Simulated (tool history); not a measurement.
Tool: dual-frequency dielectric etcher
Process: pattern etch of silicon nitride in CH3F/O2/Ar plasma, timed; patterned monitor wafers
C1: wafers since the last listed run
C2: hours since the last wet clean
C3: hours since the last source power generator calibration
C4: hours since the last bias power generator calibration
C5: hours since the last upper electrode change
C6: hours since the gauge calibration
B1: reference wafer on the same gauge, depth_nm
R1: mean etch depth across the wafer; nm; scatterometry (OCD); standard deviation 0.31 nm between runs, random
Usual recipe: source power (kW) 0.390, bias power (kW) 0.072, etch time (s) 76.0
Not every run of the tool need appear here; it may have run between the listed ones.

Run 1, hour 0.0: usual settings but etch time (s) 68.0; C1 0; C2 203.9; C3 2574.8; C4 2708.2; C5 4019.3; C6 208.6; B1 42.3. Result: R1 48.1 nm.
Run 2, hour 6.1: usual settings; C1 54; C2 210.0; C3 2580.9; C4 2714.3; C5 4025.4; C6 214.7; B1 42.3. Result: R1 53.3 nm.
Run 3, hour 12.8: usual settings but source power (kW) 0.370, etch time (s) 89.0; C1 59; C2 216.7; C3 2587.6; C4 2721.0; C5 4032.1; C6 221.4; B1 42.1. Result: R1 61.9 nm.
Run 4, hour 24.1: usual settings but source power (kW) 0.370, etch time (s) 89.0; C1 100; C2 228.0; C3 2598.9; C4 2732.3; C5 4043.4; C6 232.7; B1 42.2. Result: R1 61.7 nm.
Run 5, hour 39.3: usual settings; C1 135; C2 243.2; C3 2614.1; C4 2747.5; C5 4058.6; C6 247.9; B1 42.3. Result: R1 53.5 nm.
Run 6, hour 47.9: usual settings; C1 76; C2 251.8; C3 2622.7; C4 2756.1; C5 4067.2; C6 256.5; B1 42.2. Result: R1 53.4 nm.
Run 7, hour 65.0: usual settings; C1 152; C2 268.9; C3 2639.8; C4 2773.2; C5 4084.3; C6 273.6; B1 42.1. Result: R1 53.7 nm.
Run 8, hour 79.0: usual settings but bias power (kW) 0.079; C1 125; C2 282.9; C3 2653.8; C4 2787.2; C5 4098.3; C6 287.6; B1 42.3. Result: R1 56.5 nm.
Run 9, hour 87.8: usual settings but bias power (kW) 0.079; C1 78; C2 291.7; C3 2662.6; C4 2796.0; C5 4107.1; C6 296.4; B1 42.2. Result: R1 56.0 nm.
Run 10, hour 102.4: usual settings; C1 130; C2 306.3; C3 2677.2; C4 2810.6; C5 4121.7; C6 311.0; B1 42.1. Result: R1 54.1 nm.
Run 11, hour 117.0: usual settings but etch time (s) 58.0; C1 130; C2 320.9; C3 2691.8; C4 2825.2; C5 4136.3; C6 325.6; B1 42.2. Result: R1 41.3 nm.
Run 12, hour 128.2: usual settings but bias power (kW) 0.078, etch time (s) 84.5; C1 100; C2 332.1; C3 2703.0; C4 2836.4; C5 4147.5; C6 336.8; B1 42.2. Result: R1 62.7 nm.
Run 13, hour 135.5: usual settings but source power (kW) 0.300, bias power (kW) 0.090, etch time (s) 97.5; C1 65; C2 339.4; C3 2710.3; C4 2843.7; C5 4154.8; C6 344.1; B1 42.2. Result: R1 71.8 nm.
Run 14, hour 150.0: usual settings but etch time (s) 91.5; C1 129; C2 353.9; C3 2724.8; C4 2858.2; C5 4169.3; C6 358.6; B1 42.1. Result: R1 66.0 nm.
At hour 153.2: gauge calibrated.
At hour 165.5: source power generator calibrated.
At hour 181.0: upper electrode replaced.
Run 15, hour 181.5: usual settings but source power (kW) 0.420, bias power (kW) 0.085, etch time (s) 69.0; C1 106; C2 385.4; C3 16.0; C4 2889.7; C5 0.5; C6 28.3; B1 42.3. Result: R1 54.9 nm.
Run 16, hour 181.9: usual settings but source power (kW) 0.440, bias power (kW) 0.090; C1 3; C2 385.8; C3 16.4; C4 2890.1; C5 0.9; C6 28.7; B1 42.1. Result: R1 62.7 nm.
At hour 201.0: bias power generator calibrated.
At hour 214.9: wet clean of the chamber.
Run 17, hour 215.4: usual settings but source power (kW) 0.360, etch time (s) 89.5; C1 139; C2 0.5; C3 49.9; C4 14.4; C5 34.4; C6 62.2; B1 42.3. Result: R1 59.1 nm.
Run 18, hour 215.7: usual settings but source power (kW) 0.470, bias power (kW) 0.067, etch time (s) 69.0; C1 2; C2 0.8; C3 50.2; C4 14.7; C5 34.7; C6 62.5; B1 42.2. Result: R1 48.0 nm.
Run 19, hour 216.0: usual settings but bias power (kW) 0.084, etch time (s) 55.5; C1 2; C2 1.1; C3 50.5; C4 15.0; C5 35.0; C6 62.8; B1 42.2. Result: R1 41.0 nm.
Run 20, hour 223.4: usual settings but source power (kW) 0.470, bias power (kW) 0.066, etch time (s) 93.5; C1 66; C2 8.5; C3 57.9; C4 22.4; C5 42.4; C6 70.2; B1 42.2. Result: R1 65.5 nm.
Run 21, hour 234.6: usual settings but bias power (kW) 0.077, etch time (s) 57.0; C1 100; C2 19.7; C3 69.1; C4 33.6; C5 53.6; C6 81.4; B1 42.3. Result: R1 40.5 nm.
Run 22, hour 244.1: usual settings but source power (kW) 0.300, etch time (s) 92.0; C1 84; C2 29.2; C3 78.6; C4 43.1; C5 63.1; C6 90.9; B1 42.1. Result: R1 57.9 nm.
Run 23, hour 283.3: usual settings; C1 350; C2 68.4; C3 117.8; C4 82.3; C5 102.3; C6 130.1; B1 42.1. Result: R1 52.7 nm.
Run 24, hour 292.9: usual settings; C1 85; C2 78.0; C3 127.4; C4 91.9; C5 111.9; C6 139.7; B1 42.3. Result: R1 52.9 nm.
Run 25, hour 299.4: usual settings but source power (kW) 0.460, bias power (kW) 0.060, etch time (s) 62.0; C1 58; C2 84.5; C3 133.9; C4 98.4; C5 118.4; C6 146.2; B1 42.2. Result: R1 41.6 nm.
Run 26, hour 317.1: usual settings; C1 158; C2 102.2; C3 151.6; C4 116.1; C5 136.1; C6 163.9; B1 42.1. Result: R1 52.0 nm.
Run 27, hour 332.1: usual settings but bias power (kW) 0.084, etch time (s) 55.5; C1 134; C2 117.2; C3 166.6; C4 131.1; C5 151.1; C6 178.9; B1 42.2. Result: R1 41.0 nm.
Run 28, hour 341.8: usual settings but source power (kW) 0.450, bias power (kW) 0.064, etch time (s) 61.5; C1 86; C2 126.9; C3 176.3; C4 140.8; C5 160.8; C6 188.6; B1 42.3. Result: R1 42.2 nm.
Run 29, hour 349.7: usual settings but source power (kW) 0.430, bias power (kW) 0.060, etch time (s) 59.0; C1 70; C2 134.8; C3 184.2; C4 148.7; C5 168.7; C6 196.5; B1 42.1. Result: R1 38.9 nm.

Hidden state at the last listed run before each entry between runs and at the first one after, where it differs:
Between runs 14 and 15: gauge calibrated (hour 153.2); source power generator calibrated (hour 165.5); upper electrode replaced (hour 181.0)
  etch rate over this chamber's usual, %: 5.35 -> 5.77
  measured less the result without the state, R1: +3.3 -> +3.0 nm
Between runs 16 and 17: bias power generator calibrated (hour 201.0); wet clean of the chamber (hour 214.9)
  etch rate over this chamber's usual, %: 5.77 -> 0.357
  measured less the result without the state, R1: +3.4 -> +0.2 nm
